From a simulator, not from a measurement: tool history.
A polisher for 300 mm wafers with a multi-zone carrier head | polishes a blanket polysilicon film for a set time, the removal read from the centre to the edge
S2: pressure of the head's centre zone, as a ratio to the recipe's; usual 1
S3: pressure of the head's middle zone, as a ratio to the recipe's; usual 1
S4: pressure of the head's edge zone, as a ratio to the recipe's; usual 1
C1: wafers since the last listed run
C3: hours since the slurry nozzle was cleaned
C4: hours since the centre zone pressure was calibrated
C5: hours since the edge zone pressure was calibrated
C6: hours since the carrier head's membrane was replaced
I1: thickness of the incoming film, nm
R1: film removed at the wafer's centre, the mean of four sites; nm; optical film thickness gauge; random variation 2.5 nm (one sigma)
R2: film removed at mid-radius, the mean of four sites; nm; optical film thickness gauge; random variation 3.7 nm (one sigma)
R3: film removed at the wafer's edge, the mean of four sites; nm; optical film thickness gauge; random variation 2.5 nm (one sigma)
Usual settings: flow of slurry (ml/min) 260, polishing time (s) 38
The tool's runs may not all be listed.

run 1 hour=0 | flow_of_slurry_(ml/min)=260 S2=1 S3=1 S4=1 polishing_time_(s)=38 | C1=0 wafers_polished_on_this_pad=486 C3=537 C4=1362.3 C5=212.8 C6=1301.2 | I1=972.6 | R1=288.1 R2=294.3 R3=302.4
run 2 hour=12.5 | flow_of_slurry_(ml/min)=260 S2=1 S3=1 S4=1 polishing_time_(s)=38 | C1=182 wafers_polished_on_this_pad=668 C3=549.5 C4=1374.8 C5=225.3 C6=1313.7 | I1=951.6 | R1=289.2 R2=285.6 R3=308.4
-- hour=35.6 worn pad replaced by a new one
run 3 hour=45.3 | flow_of_slurry_(ml/min)=260 S2=1 S3=1 S4=1.03 polishing_time_(s)=41 | C1=420 wafers_polished_on_this_pad=142 C3=582.3 C4=1407.6 C5=258.1 C6=1346.5 | I1=964.4 | R1=311.5 R2=312.8 R3=328.1
run 4 hour=77.4 | flow_of_slurry_(ml/min)=260 S2=1 S3=1 S4=1 polishing_time_(s)=38 | C1=468 wafers_polished_on_this_pad=610 C3=614.4 C4=1439.7 C5=290.2 C6=1378.6 | I1=943.9 | R1=287.4 R2=288.2 R3=301.9
run 5 hour=94.9 | flow_of_slurry_(ml/min)=260 S2=1 S3=1 S4=1 polishing_time_(s)=38 | C1=255 wafers_polished_on_this_pad=865 C3=631.9 C4=1457.2 C5=307.7 C6=1396.1 | I1=951.1 | R1=282.7 R2=286.8 R3=299.1
-- hour=109 worn pad replaced by a new one
run 6 hour=111.6 | flow_of_slurry_(ml/min)=260 S2=1 S3=1 S4=1 polishing_time_(s)=38 | C1=185 wafers_polished_on_this_pad=37 C3=648.6 C4=1473.9 C5=324.4 C6=1412.8 | I1=962.1 | R1=281.1 R2=284.5 R3=298.6
run 7 hour=128.8 | flow_of_slurry_(ml/min)=260 S2=1 S3=1 S4=1 polishing_time_(s)=38 | C1=250 wafers_polished_on_this_pad=288 C3=665.8 C4=1491.1 C5=341.6 C6=1430 | I1=944.9 | R1=280.7 R2=282.3 R3=293.5
run 8 hour=158 | flow_of_slurry_(ml/min)=260 S2=1.12 S3=1 S4=1.07 polishing_time_(s)=47 | C1=425 wafers_polished_on_this_pad=714 C3=695 C4=1520.3 C5=370.8 C6=1459.2 | I1=972.8 | R1=382.1 R2=337.1 R3=381
-- hour=170.1 worn pad replaced by a new one
-- hour=184.5 slurry nozzle cleaned
run 9 hour=189.7 | flow_of_slurry_(ml/min)=175 S2=1.1 S3=1 S4=1 polishing_time_(s)=38 | C1=389 wafers_polished_on_this_pad=271 C3=5.2 C4=1552 C5=402.5 C6=1490.9 | I1=967.4 | R1=325.9 R2=296.9 R3=310.7
-- hour=199.7 centre zone pressure recalibrated
run 10 hour=219.6 | flow_of_slurry_(ml/min)=185 S2=1 S3=1.12 S4=1 polishing_time_(s)=38 | C1=407 wafers_polished_on_this_pad=678 C3=35.1 C4=19.9 C5=432.4 C6=1520.8 | I1=957 | R1=298.2 R2=328.9 R3=310.2
-- hour=228.3 worn pad replaced by a new one
run 11 hour=250.7 | flow_of_slurry_(ml/min)=190 S2=1 S3=1.08 S4=1 polishing_time_(s)=32 | C1=395 wafers_polished_on_this_pad=326 C3=66.2 C4=51 C5=463.5 C6=1551.9 | I1=967.6 | R1=253.9 R2=268.8 R3=259.1
-- hour=261.4 edge zone pressure recalibrated
-- hour=271.3 carrier head's membrane replaced by a new one
run 12 hour=273.5 | flow_of_slurry_(ml/min)=260 S2=1 S3=1 S4=1.03 polishing_time_(s)=41 | C1=230 wafers_polished_on_this_pad=556 C3=89 C4=73.8 C5=12.1 C6=2.2 | I1=962.1 | R1=342.9 R2=335.9 R3=355.4
run 13 hour=288.2 | flow_of_slurry_(ml/min)=195 S2=0.95 S3=1.09 S4=1 polishing_time_(s)=38 | C1=214 wafers_polished_on_this_pad=771 C3=103.7 C4=88.5 C5=26.8 C6=16.9 | I1=946.8 | R1=286.4 R2=324.2 R3=313.6
-- hour=297.3 worn pad replaced by a new one
run 14 hour=312.8 | flow_of_slurry_(ml/min)=260 S2=0.95 S3=1 S4=1 polishing_time_(s)=45 | C1=300 wafers_polished_on_this_pad=225 C3=128.3 C4=113.1 C5=51.4 C6=41.5 | I1=943.1 | R1=356.1 R2=370.7 R3=388.4
run 15 hour=341 | flow_of_slurry_(ml/min)=260 S2=1 S3=1 S4=1.07 polishing_time_(s)=38 | C1=411 wafers_polished_on_this_pad=636 C3=156.5 C4=141.3 C5=79.6 C6=69.7 | I1=960 | R1=314.7 R2=312.4 R3=338.2

4 ways to go on from here, each from the tool as it stands after run 15. What would each give?
run A hour=341.4 | flow_of_slurry_(ml/min)=195 S2=1 S3=1 S4=1 polishing_time_(s)=38 | C1=5 wafers_polished_on_this_pad=642 C3=156.9 C4=141.7 C5=80 C6=70.1 | I1=953.7 | R1=? R2=? R3=?
run B hour=341.4 | flow_of_slurry_(ml/min)=225 S2=1.1 S3=1 S4=1 polishing_time_(s)=38 | C1=5 wafers_polished_on_this_pad=642 C3=156.9 C4=141.7 C5=80 C6=70.1 | I1=953.7 | R1=? R2=? R3=?
run C hour=341.4 | flow_of_slurry_(ml/min)=310 S2=1 S3=1.11 S4=1.08 polishing_time_(s)=51 | C1=5 wafers_polished_on_this_pad=642 C3=156.9 C4=141.7 C5=80 C6=70.1 | I1=953.7 | R1=? R2=? R3=?
run D hour=341.4 | flow_of_slurry_(ml/min)=260 S2=1 S3=0.94 S4=1 polishing_time_(s)=38 | C1=5 wafers_polished_on_this_pad=642 C3=156.9 C4=141.7 C5=80 C6=70.1 | I1=953.7 | R1=? R2=? R3=?

run=A R1=296.4 R2=296.5 R3=312.8
run=B R1=336.1 R2=304.3 R3=319
run=C R1=431.5 R2=467.3 R3=459.3
run=D R1=313.1 R2=295.6 R3=324.6
Without the tool's hidden state the same runs would have given:
run=A R1=305.2 R2=304.3 R3=318.9
run=B R1=344.7 R2=311.2 R3=324.3
run=C R1=439.2 R2=474.8 R3=464.9
run=D R1=319.8 R2=301.4 R3=329.4
